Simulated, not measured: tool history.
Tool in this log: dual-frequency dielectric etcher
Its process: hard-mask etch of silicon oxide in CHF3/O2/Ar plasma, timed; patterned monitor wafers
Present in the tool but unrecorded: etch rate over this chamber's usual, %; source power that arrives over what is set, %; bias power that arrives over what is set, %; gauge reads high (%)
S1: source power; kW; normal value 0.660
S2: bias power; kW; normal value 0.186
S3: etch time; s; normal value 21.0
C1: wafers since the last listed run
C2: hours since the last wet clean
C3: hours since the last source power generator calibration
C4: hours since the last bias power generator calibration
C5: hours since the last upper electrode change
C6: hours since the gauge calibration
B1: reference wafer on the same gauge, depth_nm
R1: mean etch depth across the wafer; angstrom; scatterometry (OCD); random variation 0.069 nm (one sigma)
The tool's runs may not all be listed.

Run 1, hour 0.0: usual settings; C1 0; C2 255.2; C3 2841.0; C4 2716.6; C5 5955.4; C6 485.1; B1 44.20. Result: R1 464.3 angstrom.
Run 2, hour 15.8: usual settings; C1 352; C2 271.0; C3 2856.8; C4 2732.4; C5 5971.2; C6 500.9; B1 44.23. Result: R1 463.3 angstrom.
Run 3, hour 27.9: usual settings; C1 269; C2 283.1; C3 2868.9; C4 2744.5; C5 5983.3; C6 513.0; B1 44.20. Result: R1 464.7 angstrom.
Run 4, hour 40.6: usual settings but S3 23.5 s; C1 283; C2 295.8; C3 2881.6; C4 2757.2; C5 5996.0; C6 525.7; B1 44.19. Result: R1 519.0 angstrom.
Run 5, hour 87.3: usual settings but S3 23.5 s; C1 1041; C2 342.5; C3 2928.3; C4 2803.9; C5 6042.7; C6 572.4; B1 44.21. Result: R1 521.0 angstrom.
Run 6, hour 94.2: usual settings but S3 23.5 s; C1 153; C2 349.4; C3 2935.2; C4 2810.8; C5 6049.6; C6 579.3; B1 44.20. Result: R1 521.4 angstrom.
At hour 100.5: gauge calibrated.
Run 7, hour 102.1: usual settings; C1 176; C2 357.3; C3 2943.1; C4 2818.7; C5 6057.5; C6 1.6; B1 44.20. Result: R1 466.0 angstrom.
At hour 119.3: source power generator calibrated.
Run 8, hour 119.8: usual settings; C1 305; C2 375.0; C3 0.5; C4 2836.4; C5 6075.2; C6 19.3; B1 44.23. Result: R1 466.9 angstrom.
Run 9, hour 133.8: usual settings but S3 17.5 s; C1 312; C2 389.0; C3 14.5; C4 2850.4; C5 6089.2; C6 33.3; B1 44.19. Result: R1 388.1 angstrom.
Run 10, hour 143.7: usual settings; C1 220; C2 398.9; C3 24.4; C4 2860.3; C5 6099.1; C6 43.2; B1 44.20. Result: R1 467.1 angstrom.
Run 11, hour 158.8: usual settings; C1 336; C2 414.0; C3 39.5; C4 2875.4; C5 6114.2; C6 58.3; B1 44.20. Result: R1 465.0 angstrom.
At hour 170.8: bias power generator calibrated.
Run 12, hour 171.3: usual settings; C1 189; C2 426.5; C3 52.0; C4 0.5; C5 6126.7; C6 70.8; B1 44.21. Result: R1 465.9 angstrom.
Run 13, hour 178.8: usual settings but S1 0.770 kW, S2 0.229 kW; C1 167; C2 434.0; C3 59.5; C4 8.0; C5 6134.2; C6 78.3; B1 44.20. Result: R1 535.2 angstrom.
Run 14, hour 193.0: usual settings but S1 0.510 kW, S2 0.225 kW; C1 316; C2 448.2; C3 73.7; C4 22.2; C5 6148.4; C6 92.5; B1 44.18. Result: R1 455.2 angstrom.
At hour 227.9: upper electrode replaced.
Run 15, hour 228.4: usual settings but S1 0.740 kW; C1 254; C2 483.6; C3 109.1; C4 57.6; C5 0.5; C6 127.9; B1 44.19. Result: R1 486.6 angstrom.
Run 16, hour 228.7: usual settings but S2 0.144 kW, S3 15.0 s; C1 6; C2 483.9; C3 109.4; C4 57.9; C5 0.8; C6 128.2; B1 44.21. Result: R1 302.6 angstrom.
Run 17, hour 229.0: usual settings; C1 6; C2 484.2; C3 109.7; C4 58.2; C5 1.1; C6 128.5; B1 44.20. Result: R1 467.2 angstrom.
Run 18, hour 233.8: usual settings but S1 0.580 kW, S3 17.0 s; C1 107; C2 489.0; C3 114.5; C4 63.0; C5 5.9; C6 133.3; B1 44.21. Result: R1 360.4 angstrom.
Run 19, hour 248.4: usual settings but S1 0.810 kW, S2 0.173 kW, S3 25.0 s; C1 325; C2 503.6; C3 129.1; C4 77.6; C5 20.5; C6 147.9; B1 44.20. Result: R1 584.5 angstrom.

The next listed run, before its measurement:
At hour 274.4: wet clean of the chamber.
Run 20, hour 274.9: usual settings but S2 0.156 kW, S3 22.5 s; C1 55; C2 0.5; C3 155.6; C4 104.1; C5 47.0; C6 174.4; B1 ?. Result: R1 ?.

B1: 44.19
R1: 461.2 angstrom
Take away the tool's hidden state, keep the run-to-run variation as it was, and the same run would have given R1 461.4 angstrom.
